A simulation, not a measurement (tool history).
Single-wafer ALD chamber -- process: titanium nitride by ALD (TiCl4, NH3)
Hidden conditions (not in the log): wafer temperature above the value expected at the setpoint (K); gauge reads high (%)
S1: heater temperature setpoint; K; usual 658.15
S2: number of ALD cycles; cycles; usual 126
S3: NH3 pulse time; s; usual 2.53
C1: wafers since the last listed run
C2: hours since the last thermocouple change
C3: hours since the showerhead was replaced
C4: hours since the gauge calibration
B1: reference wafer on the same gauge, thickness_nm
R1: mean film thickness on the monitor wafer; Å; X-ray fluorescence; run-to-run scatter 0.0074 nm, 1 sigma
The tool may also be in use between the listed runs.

{"run": 1, "hour": 0.0, "S1": 658.15, "S2": 126, "S3": 2.53, "C1": 0, "C2": 1280.9, "C3": 4320.3, "C4": 431.5, "B1": 2.56, "R1": 29.5}
{"run": 2, "hour": 26.5, "S1": 658.15, "S2": 126, "S3": 2.53, "C1": 40, "C2": 1307.4, "C3": 4346.8, "C4": 458.0, "B1": 2.559, "R1": 29.39}
{"run": 3, "hour": 82.1, "S1": 658.15, "S2": 126, "S3": 2.53, "C1": 84, "C2": 1363.0, "C3": 4402.4, "C4": 513.6, "B1": 2.562, "R1": 29.59}
{"run": 4, "hour": 125.7, "S1": 658.15, "S2": 126, "S3": 2.53, "C1": 66, "C2": 1406.6, "C3": 4446.0, "C4": 557.2, "B1": 2.56, "R1": 29.47}
{"run": 5, "hour": 179.7, "S1": 658.15, "S2": 119, "S3": 2.53, "C1": 82, "C2": 1460.6, "C3": 4500.0, "C4": 611.2, "B1": 2.56, "R1": 27.77}
{"run": 6, "hour": 246.6, "S1": 658.15, "S2": 119, "S3": 2.53, "C1": 101, "C2": 1527.5, "C3": 4566.9, "C4": 678.1, "B1": 2.561, "R1": 27.81}
{"run": 7, "hour": 280.3, "S1": 658.15, "S2": 119, "S3": 2.53, "C1": 51, "C2": 1561.2, "C3": 4600.6, "C4": 711.8, "B1": 2.559, "R1": 27.81}
{"run": 8, "hour": 312.5, "S1": 658.15, "S2": 126, "S3": 2.53, "C1": 48, "C2": 1593.4, "C3": 4632.8, "C4": 744.0, "B1": 2.559, "R1": 29.45}
{"run": 9, "hour": 376.6, "S1": 658.15, "S2": 126, "S3": 2.53, "C1": 97, "C2": 1657.5, "C3": 4696.9, "C4": 808.1, "B1": 2.56, "R1": 29.43}
{"hour": 378.8, "done": "gauge calibrated"}
{"run": 10, "hour": 424.5, "S1": 658.15, "S2": 126, "S3": 3.32, "C1": 72, "C2": 1705.4, "C3": 4744.8, "C4": 45.7, "B1": 2.559, "R1": 29.95}
{"hour": 460.7, "done": "showerhead replaced"}
{"run": 11, "hour": 469.3, "S1": 658.15, "S2": 126, "S3": 2.22, "C1": 55, "C2": 1750.2, "C3": 8.6, "C4": 90.5, "B1": 2.561, "R1": 29.18}
{"run": 12, "hour": 499.8, "S1": 658.15, "S2": 126, "S3": 2.22, "C1": 46, "C2": 1780.7, "C3": 39.1, "C4": 121.0, "B1": 2.561, "R1": 29.11}
{"run": 13, "hour": 527.3, "S1": 658.15, "S2": 126, "S3": 1.73, "C1": 41, "C2": 1808.2, "C3": 66.6, "C4": 148.5, "B1": 2.561, "R1": 28.43}
{"run": 14, "hour": 565.9, "S1": 647.15, "S2": 126, "S3": 1.52, "C1": 58, "C2": 1846.8, "C3": 105.2, "C4": 187.1, "B1": 2.559, "R1": 27.17}
{"run": 15, "hour": 601.8, "S1": 658.15, "S2": 126, "S3": 2.53, "C1": 54, "C2": 1882.7, "C3": 141.1, "C4": 223.0, "B1": 2.561, "R1": 29.51}
{"run": 16, "hour": 644.8, "S1": 652.15, "S2": 109, "S3": 3.16, "C1": 65, "C2": 1925.7, "C3": 184.1, "C4": 266.0, "B1": 2.559, "R1": 25.7}
{"run": 17, "hour": 710.0, "S1": 658.15, "S2": 103, "S3": 2.53, "C1": 99, "C2": 1990.9, "C3": 249.3, "C4": 331.2, "B1": 2.559, "R1": 24.06}
{"run": 18, "hour": 768.5, "S1": 673.15, "S2": 147, "S3": 2.53, "C1": 88, "C2": 2049.4, "C3": 307.8, "C4": 389.7, "B1": 2.559, "R1": 34.87}
{"run": 19, "hour": 811.2, "S1": 649.15, "S2": 126, "S3": 2.53, "C1": 64, "C2": 2092.1, "C3": 350.5, "C4": 432.4, "B1": 2.564, "R1": 29.21}
{"hour": 850.0, "done": "thermocouple changed; heater temperature recalibrated"}
{"run": 20, "hour": 850.4, "S1": 643.15, "S2": 143, "S3": 3.47, "C1": 47, "C2": 0.4, "C3": 389.7, "C4": 471.6, "B1": 2.56, "R1": 33.64}
{"run": 21, "hour": 899.9, "S1": 651.15, "S2": 142, "S3": 2.53, "C1": 75, "C2": 49.9, "C3": 439.2, "C4": 521.1, "B1": 2.56, "R1": 33.0}
{"run": 22, "hour": 936.0, "S1": 658.15, "S2": 126, "S3": 2.53, "C1": 54, "C2": 86.0, "C3": 475.3, "C4": 557.2, "B1": 2.561, "R1": 29.45}
{"run": 23, "hour": 992.6, "S1": 658.15, "S2": 126, "S3": 2.53, "C1": 86, "C2": 142.6, "C3": 531.9, "C4": 613.8, "B1": 2.559, "R1": 29.4}
{"run": 24, "hour": 1022.5, "S1": 654.15, "S2": 116, "S3": 3.16, "C1": 45, "C2": 172.5, "C3": 561.8, "C4": 643.7, "B1": 2.559, "R1": 27.44}
{"run": 25, "hour": 1078.3, "S1": 665.15, "S2": 101, "S3": 1.92, "C1": 84, "C2": 228.3, "C3": 617.6, "C4": 699.5, "B1": 2.562, "R1": 23.3}
{"run": 26, "hour": 1130.0, "S1": 663.15, "S2": 138, "S3": 2.53, "C1": 78, "C2": 280.0, "C3": 669.3, "C4": 751.2, "B1": 2.559, "R1": 32.43}

Branching from run 26: 5 alternative next runs. What would each branch give?
{"run": "A", "hour": 1130.7, "S1": 662.15, "S2": 126, "S3": 2.53, "C1": 1, "C2": 280.7, "C3": 670.0, "C4": 751.9, "B1": "?", "R1": "?"}
{"run": "B", "hour": 1130.7, "S1": 665.15, "S2": 143, "S3": 1.72, "C1": 1, "C2": 280.7, "C3": 670.0, "C4": 751.9, "B1": "?", "R1": "?"}
{"run": "C", "hour": 1130.7, "S1": 658.15, "S2": 112, "S3": 1.87, "C1": 1, "C2": 280.7, "C3": 670.0, "C4": 751.9, "B1": "?", "R1": "?"}
{"run": "D", "hour": 1130.7, "S1": 671.15, "S2": 126, "S3": 2.53, "C1": 1, "C2": 280.7, "C3": 670.0, "C4": 751.9, "B1": "?", "R1": "?"}
{"run": "E", "hour": 1130.7, "S1": 672.15, "S2": 147, "S3": 3.05, "C1": 1, "C2": 280.7, "C3": 670.0, "C4": 751.9, "B1": "?", "R1": "?"}

run=A B1=2.561 R1=29.63
run=B B1=2.561 R1=32.66
run=C B1=2.561 R1=25.57
run=D B1=2.561 R1=29.85
run=E B1=2.561 R1=35.15
Take away the tool's hidden state, keep each run's random variation, and the runs would have read:
run=A R1=29.63
run=B R1=32.66
run=C R1=25.57
run=D R1=29.85
run=E R1=35.15

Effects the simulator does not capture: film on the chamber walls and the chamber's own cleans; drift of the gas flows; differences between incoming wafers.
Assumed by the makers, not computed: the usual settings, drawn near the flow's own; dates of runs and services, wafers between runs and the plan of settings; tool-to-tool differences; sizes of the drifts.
